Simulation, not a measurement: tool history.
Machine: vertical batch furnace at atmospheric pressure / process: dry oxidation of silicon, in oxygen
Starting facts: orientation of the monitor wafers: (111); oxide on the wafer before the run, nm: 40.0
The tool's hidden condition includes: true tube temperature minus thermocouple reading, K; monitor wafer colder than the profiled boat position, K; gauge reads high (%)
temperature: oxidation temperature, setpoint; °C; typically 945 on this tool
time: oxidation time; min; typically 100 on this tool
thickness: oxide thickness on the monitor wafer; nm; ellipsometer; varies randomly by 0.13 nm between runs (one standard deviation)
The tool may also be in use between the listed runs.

| run | day | temperature | time | wafers since the last listed run | hours since the last temperature calibration | hours since the boat lift was adjusted | hours since the gauge calibration | read-back reference wafer on the same gauge, thickness | thickness |
|---|---|---|---|---|---|---|---|---|---|
| 1 | 0 | 945 | 100 | 0 | 1049.6 | 3473.1 | 472.8 | 96.51 | 83.45 |
| 2 | 3.812 | 945 | 100 | 708 | 1141.1 | 3564.6 | 564.3 | 96.52 | 83.49 |
| 3 | 5.762 | 945 | 74 | 362 | 1187.9 | 3611.4 | 611.1 | 96.53 | 73.75 |
| 4 | 9.262 | 945 | 100 | 650 | 1271.9 | 3695.4 | 695.1 | 96.51 | 83.71 |
| 5 | 13.062 | 945 | 100 | 706 | 1363.1 | 3786.6 | 786.3 | 96.5 | 83.4 |
| 6 | 17.283 | 945 | 100 | 784 | 1464.4 | 3887.9 | 887.6 | 96.49 | 83.76 |
| 7 | 19.275 | 958 | 100 | 370 | 1512.2 | 3935.7 | 935.4 | 96.5 | 89.41 |
| 8 | 22.658 | 958 | 100 | 628 | 1593.4 | 4016.9 | 1016.6 | 96.5 | 89.32 |
|  | 25.433 | boat lift adjusted |
|  | 25.567 | gauge calibrated |
|  | 25.988 | thermocouples replaced and temperature profile calibrated |
| 9 | 26.575 | 945 | 121 | 439 | 14.1 | 27.4 | 24.2 | 96.51 | 91.82 |
| 10 | 29.042 | 929 | 69 | 458 | 73.3 | 86.6 | 83.4 | 96.49 | 67.38 |
| 11 | 32.458 | 965 | 149 | 634 | 155.3 | 168.6 | 165.4 | 96.5 | 113.48 |
| 12 | 35.246 | 945 | 100 | 518 | 222.2 | 235.5 | 232.3 | 96.5 | 84.44 |
| 13 | 37.05 | 957 | 87.5 | 335 | 265.5 | 278.8 | 275.6 | 96.51 | 84.46 |
| 14 | 38.942 | 928 | 142 | 351 | 310.9 | 324.2 | 321 | 96.54 | 90.16 |
| 15 | 44.942 | 934 | 100 | 1114 | 454.9 | 468.2 | 465 | 96.52 | 79.99 |
| 16 | 46.625 | 945 | 100 | 312 | 495.3 | 508.6 | 505.4 | 96.47 | 84.5 |

4 ways to go on from here, each from the tool as it stands after run 16. What would each give?
| A | 46.842 | 945 | 100 | 40 | 500.5 | 513.8 | 510.6 | ? | ? |
| B | 46.842 | 928 | 85.5 | 40 | 500.5 | 513.8 | 510.6 | ? | ? |
| C | 46.842 | 970 | 137.5 | 40 | 500.5 | 513.8 | 510.6 | ? | ? |
| D | 46.842 | 945 | 75.5 | 40 | 500.5 | 513.8 | 510.6 | ? | ? |

| run | read-back reference wafer on the same gauge, thickness | thickness |
|---|---|---|
| A | 96.49 | 84.69 |
| B | 96.49 | 73.03 |
| C | 96.49 | 112.51 |
| D | 96.49 | 75.25 |
The same runs, with their run-to-run variation unchanged, on a tool lacking any hidden condition would have given:
| run | thickness |
|---|---|
| A | 84.25 |
| B | 72.66 |
| C | 111.88 |
| D | 74.89 |
